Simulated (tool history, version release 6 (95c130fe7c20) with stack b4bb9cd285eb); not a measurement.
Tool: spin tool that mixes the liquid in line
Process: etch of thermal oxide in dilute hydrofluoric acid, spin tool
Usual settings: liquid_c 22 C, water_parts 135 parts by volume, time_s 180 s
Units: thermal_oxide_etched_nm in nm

run    hour  liquid_c  water_parts  time_s  wafers since the last listed run  hours since the thermometer was replaced  hours since the hydrofluoric acid flow meter was replaced  hours since the gauge calibration  read-back film thickness of the thermal oxide reference wafer, read on the same gauge (nm)  thermal_oxide_etched_nm
  1       0        22          135     100                                 0                                     767.3                                                     1339.3                              264.1                                                                                       89.99                     2.59
  2    38.4        22          135     100                               258                                     805.7                                                     1377.7                              302.5                                                                                       90.01                     2.59
         46  -- thermometer replaced
  3    81.3        22          135     100                               282                                      35.3                                                     1420.6                              345.4                                                                                       89.99                     2.57
  4   121.5        22          110     255                               270                                      75.5                                                     1460.8                              385.6                                                                                       89.95                     8.25
  5   174.8        22          135     180                               358                                     128.8                                                     1514.1                              438.9                                                                                       90.02                     4.61
  6   229.7        22          105     180                               369                                     183.7                                                       1569                              493.8                                                                                          90                     6.17
  7   272.1        22          105     180                               285                                     226.1                                                     1611.4                              536.2                                                                                       89.97                     6.12
  8   329.6        22          135     180                               387                                     283.6                                                     1668.9                              593.7                                                                                       90.03                      4.6
  9   367.9        22          135     180                               257                                     321.9                                                     1707.2                                632                                                                                          90                      4.6
 10   407.4        22          135     180                               265                                     361.4                                                     1746.7                              671.5                                                                                       89.98                     4.61
 11     441        24          135     180                               226                                       395                                                     1780.3                              705.1                                                                                          90                     4.91
 12   471.5        22          180     260                               205                                     425.5                                                     1810.8                              735.6                                                                                       90.01                     4.64
 13   500.4        22          135     180                               194                                     454.4                                                     1839.7                              764.5                                                                                       89.99                     4.53
 14   548.8      20.5          135      95                               325                                     502.8                                                     1888.1                              812.9                                                                                       89.98                     2.23
 15   640.8        22          135     130                               619                                     594.8                                                     1980.1                              904.9                                                                                          90                     3.23
 16   672.5        22          135     180                               213                                     626.5                                                     2011.8                              936.6                                                                                       89.99                     4.53
      699.5  -- hydrofluoric acid flow meter replaced
 17   720.8        20          135     180                               318                                     674.8                                                       21.3                              984.9                                                                                          90                     4.66
 18     746        22          135     180                               169                                       700                                                       46.5                             1010.1                                                                                       89.98                     5.05
      765.6  -- gauge calibrated
 19   780.1      17.5          170     180                               229                                     734.1                                                       80.6                               14.5                                                                                       90.02                      3.2
 20   828.1        22          110     180                               323                                     782.1                                                      128.6                               62.5                                                                                          90                     6.35
      875.4  -- thermometer replaced
 21   898.2      18.5          195     240                               465                                      22.8                                                      198.7                              132.6                                                                                       89.95                     3.78
 22   969.7        19          135     180                               481                                      94.3                                                      270.2                              204.1                                                                                       90.01                     4.39
 23   996.9        22          180     180                               183                                     121.5                                                      297.4                              231.3                                                                                       90.01                     3.56
 24  1021.2      23.5          100      95                               163                                     145.8                                                      321.7                              255.6                                                                                       89.98                      3.9
 25  1069.9        22          135     180                               327                                     194.5                                                      370.4                              304.3                                                                                       90.02                     4.96
 26  1110.9      23.5          180     280                               276                                     235.5                                                      411.4                              345.3                                                                                          90                      5.8

5 ways to go on from here, each from the tool as it stands after run 26. What would each give?
  A  1111.4      26.5          135     180                                 3                                       236                                                      411.9                              345.8                                                                                           ?                        ?
  B  1111.4        22           75      85                                 3                                       236                                                      411.9                              345.8                                                                                           ?                        ?
  C  1111.4      23.5          135     270                                 3                                       236                                                      411.9                              345.8                                                                                           ?                        ?
  D  1111.4      23.5           85      90                                 3                                       236                                                      411.9                              345.8                                                                                           ?                        ?
  E  1111.4        22           70     180                                 3                                       236                                                      411.9                              345.8                                                                                           ?                        ?

run  read-back film thickness of the thermal oxide reference wafer, read on the same gauge (nm)  thermal_oxide_etched_nm
  A                                                                                          90                      5.9
  B                                                                                          90                     4.53
  C                                                                                          90                      7.9
  D                                                                                          90                     4.44
  E                                                                                          90                    10.35
Without the tool's hidden state the same runs would have given:
run  thermal_oxide_etched_nm
  A                     6.06
  B                     4.64
  C                     8.11
  D                     4.56
  E                     10.6
